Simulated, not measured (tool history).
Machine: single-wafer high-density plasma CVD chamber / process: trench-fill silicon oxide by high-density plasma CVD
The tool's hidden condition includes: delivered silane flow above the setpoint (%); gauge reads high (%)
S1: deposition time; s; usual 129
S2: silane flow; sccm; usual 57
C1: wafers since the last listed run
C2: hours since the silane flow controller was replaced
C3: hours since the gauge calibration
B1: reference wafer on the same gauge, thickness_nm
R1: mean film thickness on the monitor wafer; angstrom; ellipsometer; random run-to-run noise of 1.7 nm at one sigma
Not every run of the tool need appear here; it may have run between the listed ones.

Run 1, hour 0: usual settings; C1 0; C2 255.5; C3 1883.4; B1 662.12. Result: R1 6872.12 angstrom.
Run 2, hour 71: usual settings; C1 617; C2 326.5; C3 1954.4; B1 662.152. Result: R1 6872.21 angstrom.
Run 3, hour 141.4: usual settings but S2 60 sccm; C1 612; C2 396.9; C3 2024.8; B1 662.07. Result: R1 7206.58 angstrom.
Run 4, hour 230: usual settings but S2 60 sccm; C1 770; C2 485.5; C3 2113.4; B1 661.82. Result: R1 7235.14 angstrom.
Run 5, hour 326.4: usual settings but S2 60 sccm; C1 838; C2 581.9; C3 2209.8; B1 661.888. Result: R1 7247.18 angstrom.
Run 6, hour 421.4: usual settings; C1 825; C2 676.9; C3 2304.8; B1 661.77. Result: R1 6888.49 angstrom.
Run 7, hour 499.2: usual settings; C1 676; C2 754.7; C3 2382.6; B1 661.995. Result: R1 6883.31 angstrom.
Run 8, hour 586.2: usual settings but S2 61 sccm; C1 756; C2 841.7; C3 2469.6; B1 662.169. Result: R1 7358.75 angstrom.
Run 9, hour 647.4: usual settings but S2 61 sccm; C1 532; C2 902.9; C3 2530.8; B1 661.787. Result: R1 7389.9 angstrom.
Run 10, hour 739.9: usual settings; C1 804; C2 995.4; C3 2623.3; B1 662.167. Result: R1 6893.67 angstrom.
Run 11, hour 816.1: usual settings; C1 662; C2 1071.6; C3 2699.5; B1 661.998. Result: R1 6937.96 angstrom.
Run 12, hour 906.9: usual settings; C1 789; C2 1162.4; C3 2790.3; B1 661.898. Result: R1 6939.51 angstrom.
At hour 930.6: gauge calibrated.
Run 13, hour 992.9: usual settings; C1 747; C2 1248.4; C3 62.3; B1 662.044. Result: R1 6953.13 angstrom.
Run 14, hour 1089.6: usual settings but S1 116 s; C1 840; C2 1345.1; C3 159; B1 661.803. Result: R1 6264.57 angstrom.
Run 15, hour 1132.4: usual settings but S1 116 s; C1 372; C2 1387.9; C3 201.8; B1 662.055. Result: R1 6259.58 angstrom.
Run 16, hour 1192.1: usual settings; C1 518; C2 1447.6; C3 261.5; B1 662.096. Result: R1 6987.69 angstrom.
Run 17, hour 1281.9: usual settings; C1 780; C2 1537.4; C3 351.3; B1 661.991. Result: R1 6972.99 angstrom.
Run 18, hour 1365.5: usual settings but S2 62 sccm; C1 726; C2 1621; C3 434.9; B1 662.091. Result: R1 7580.04 angstrom.
Run 19, hour 1403.6: usual settings but S2 62 sccm; C1 331; C2 1659.1; C3 473; B1 661.933. Result: R1 7641.8 angstrom.
Run 20, hour 1474.1: usual settings but S1 115 s; C1 612; C2 1729.6; C3 543.5; B1 662.147. Result: R1 6232.45 angstrom.
Run 21, hour 1512: usual settings but S1 107 s, S2 53 sccm; C1 329; C2 1767.5; C3 581.4; B1 661.989. Result: R1 5379.13 angstrom.
Run 22, hour 1618.1: usual settings but S1 144 s; C1 922; C2 1873.6; C3 687.5; B1 661.951. Result: R1 7835.82 angstrom.
Run 23, hour 1711.4: usual settings but S1 149 s, S2 62 sccm; C1 811; C2 1966.9; C3 780.8; B1 661.751. Result: R1 8829.59 angstrom.
At hour 1802.7: silane flow controller replaced.
Run 24, hour 1925.2: usual settings but S2 48 sccm; C1 1789; C2 122.5; C3 994.6; B1 662.09. Result: R1 5783.33 angstrom.
Run 25, hour 1992: usual settings but S1 141 s; C1 580; C2 189.3; C3 1061.4; B1 662.226. Result: R1 7494 angstrom.
Run 26, hour 2127.3: usual settings; C1 1176; C2 324.6; C3 1196.7; B1 661.774. Result: R1 6885.47 angstrom.
Run 27, hour 2172.6: usual settings but S2 66 sccm; C1 393; C2 369.9; C3 1242; B1 662.017. Result: R1 7986.07 angstrom.
Run 28, hour 2218.9: usual settings but S1 154 s, S2 50 sccm; C1 402; C2 416.2; C3 1288.3; B1 661.851. Result: R1 7181.43 angstrom.
Run 29, hour 2489.2: usual settings but S1 152 s, S2 46 sccm; C1 2349; C2 686.5; C3 1558.6; B1 661.799. Result: R1 6590.21 angstrom.
Run 30, hour 2583.5: usual settings but S1 144 s; C1 819; C2 780.8; C3 1652.9; B1 661.926. Result: R1 7761.41 angstrom.
Run 31, hour 2666.7: usual settings but S1 148 s, S2 50 sccm; C1 723; C2 864; C3 1736.1; B1 662.037. Result: R1 6955.1 angstrom.
Run 32, hour 2721.7: usual settings but S1 138 s, S2 65 sccm; C1 478; C2 919; C3 1791.1; B1 662.042. Result: R1 8453.02 angstrom.
Run 33, hour 2829.8: usual settings but S1 106 s, S2 64 sccm; C1 939; C2 1027.1; C3 1899.2; B1 661.808. Result: R1 6409.91 angstrom.
Run 34, hour 2885.9: usual settings but S2 61 sccm; C1 487; C2 1083.2; C3 1955.3; B1 662.097. Result: R1 7446.79 angstrom.
Run 35, hour 2933: usual settings but S1 120 s, S2 46 sccm; C1 409; C2 1130.3; C3 2002.4; B1 662.105. Result: R1 5192.31 angstrom.
Run 36, hour 3155.7: usual settings; C1 1936; C2 1353; C3 2225.1; B1 661.998. Result: R1 6971.93 angstrom.
Run 37, hour 3220.4: usual settings but S1 117 s, S2 48 sccm; C1 562; C2 1417.7; C3 2289.8; B1 662.13. Result: R1 5337.23 angstrom.
Run 38, hour 3271.7: usual settings; C1 445; C2 1469; C3 2341.1; B1 662.103. Result: R1 6983.16 angstrom.
Run 39, hour 3334.9: usual settings but S2 65 sccm; C1 549; C2 1532.2; C3 2404.3; B1 662.085. Result: R1 7967.69 angstrom.
Run 40, hour 3436.1: usual settings but S1 145 s, S2 50 sccm; C1 879; C2 1633.4; C3 2505.5; B1 661.985. Result: R1 6902.25 angstrom.
Run 41, hour 3542.7: usual settings but S1 108 s; C1 926; C2 1740; C3 2612.1; B1 662.068. Result: R1 5877.41 angstrom.
Run 42, hour 3579.2: usual settings but S1 119 s, S2 49 sccm; C1 317; C2 1776.5; C3 2648.6; B1 662.07. Result: R1 5587.49 angstrom.
Run 43, hour 3650.8: usual settings but S2 48 sccm; C1 622; C2 1848.1; C3 2720.2; B1 661.733. Result: R1 5898.99 angstrom.
Run 44, hour 3741.7: usual settings but S1 136 s, S2 54 sccm; C1 790; C2 1939; C3 2811.1; B1 661.725. Result: R1 7030.75 angstrom.
Run 45, hour 3844.9: usual settings but S2 50 sccm; C1 897; C2 2042.2; C3 2914.3; B1 661.82. Result: R1 6182.46 angstrom.

For some of the steps in R1 from one run to the next: how much would appear even if the tool had no hidden state, given the settings, what came in and random variation, and how much remains for the hidden state plus any gauge scatter that the measured result and the result without hidden state don't share?
Run 21 -> 22: S1 107 -> 144, S2 53 -> 57. R1 +2456.69 angstrom: hidden state +75.48, all else +2381.21.
Run 23 -> 24: S1 149 -> 129, S2 62 -> 48, silane flow controller replaced. R1 -3046.26 angstrom: hidden state -221.56, all else -2824.7.
Run 34 -> 35: S1 129 -> 120, S2 61 -> 46. R1 -2254.48 angstrom: hidden state -39.08, all else -2215.4.
Run 35 -> 36: S1 120 -> 129, S2 46 -> 57. R1 +1779.62 angstrom: hidden state +55.12, all else +1724.5.

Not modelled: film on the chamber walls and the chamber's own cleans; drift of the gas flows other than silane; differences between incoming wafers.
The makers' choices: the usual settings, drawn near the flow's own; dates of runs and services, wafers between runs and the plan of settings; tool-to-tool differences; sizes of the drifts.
